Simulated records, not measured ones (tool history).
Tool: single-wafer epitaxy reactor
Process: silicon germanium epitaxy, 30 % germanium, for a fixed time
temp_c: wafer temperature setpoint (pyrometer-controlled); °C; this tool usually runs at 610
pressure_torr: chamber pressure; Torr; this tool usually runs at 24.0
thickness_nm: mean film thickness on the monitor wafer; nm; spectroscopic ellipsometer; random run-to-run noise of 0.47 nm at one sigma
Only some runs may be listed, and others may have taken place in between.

| run | hour | temp_c | pressure_torr | read-back reference wafer on the same gauge, thickness_nm | thickness_nm |
|---|---|---|---|---|---|
| 1 | 0.0 | 610 | 24.0 | 82.132 | 81.349 |
| 2 | 87.2 | 610 | 24.0 | 82.012 | 81.945 |
| 3 | 185.6 | 610 | 24.0 | 82.082 | 81.577 |
| 4 | 269.4 | 610 | 24.0 | 81.965 | 81.959 |
| 5 | 468.1 | 610 | 24.0 | 82.252 | 81.334 |
| 6 | 559.8 | 610 | 24.0 | 82.154 | 82.187 |
| 7 | 642.1 | 610 | 24.0 | 82.224 | 82.623 |
| 8 | 714.8 | 610 | 24.0 | 82.085 | 81.283 |
| 9 | 767.6 | 610 | 24.0 | 82.145 | 81.910 |
|  | 841.4 | capacitance manometer re-zeroed and calibrated |
| 10 | 856.3 | 610 | 24.0 | 82.389 | 81.501 |
|  | 891.0 | pyrometer calibrated |
| 11 | 893.0 | 610 | 24.0 | 81.814 | 84.284 |
| 12 | 956.0 | 613 | 19.7 | 81.933 | 78.499 |
|  | 1065.2 | showerhead replaced |
| 13 | 1065.7 | 613 | 19.7 | 82.031 | 78.588 |
|  | 1161.9 | gauge calibrated |
| 14 | 1170.1 | 617 | 24.0 | 82.114 | 97.788 |
|  | 1185.7 | pyrometer calibrated, repeated, since the last time left the tool worse |
| 15 | 1275.4 | 596 | 18.4 | 82.226 | 49.547 |
| 16 | 1515.7 | 605 | 29.9 | 82.119 | 83.715 |
| 17 | 1571.1 | 603 | 19.3 | 82.222 | 60.322 |
| 18 | 1632.4 | 610 | 28.4 | 81.969 | 88.696 |
| 19 | 1681.7 | 610 | 24.0 | 81.866 | 81.105 |
| 20 | 1732.7 | 619 | 19.2 | 81.981 | 83.702 |
| 21 | 1827.5 | 595 | 27.9 | 82.148 | 64.964 |
| 22 | 1906.4 | 610 | 27.6 | 82.044 | 89.089 |
| 23 | 1965.0 | 604 | 21.5 | 82.068 | 66.636 |
| 24 | 2262.4 | 601 | 26.4 | 82.119 | 72.330 |
| 25 | 2361.6 | 598 | 24.0 | 81.996 | 64.800 |
| 26 | 2430.9 | 610 | 24.0 | 82.092 | 82.374 |

Predict each of these 4 candidate next runs independently; none follows another, all start after run 26:
| A | 2431.3 | 610 | 24.0 | ? | ? |
| B | 2431.3 | 600 | 27.0 | ? | ? |
| C | 2431.3 | 621 | 20.6 | ? | ? |
| D | 2431.3 | 623 | 24.0 | ? | ? |

| run | read-back reference wafer on the same gauge, thickness_nm | thickness_nm |
|---|---|---|
| A | 82.147 | 82.040 |
| B | 82.147 | 71.723 |
| C | 82.147 | 92.546 |
| D | 82.147 | 106.311 |
Stripped of hidden state, with their random variation kept, the same runs would have yielded:
| run | thickness_nm |
|---|---|
| A | 79.390 |
| B | 69.346 |
| C | 89.638 |
| D | 102.988 |

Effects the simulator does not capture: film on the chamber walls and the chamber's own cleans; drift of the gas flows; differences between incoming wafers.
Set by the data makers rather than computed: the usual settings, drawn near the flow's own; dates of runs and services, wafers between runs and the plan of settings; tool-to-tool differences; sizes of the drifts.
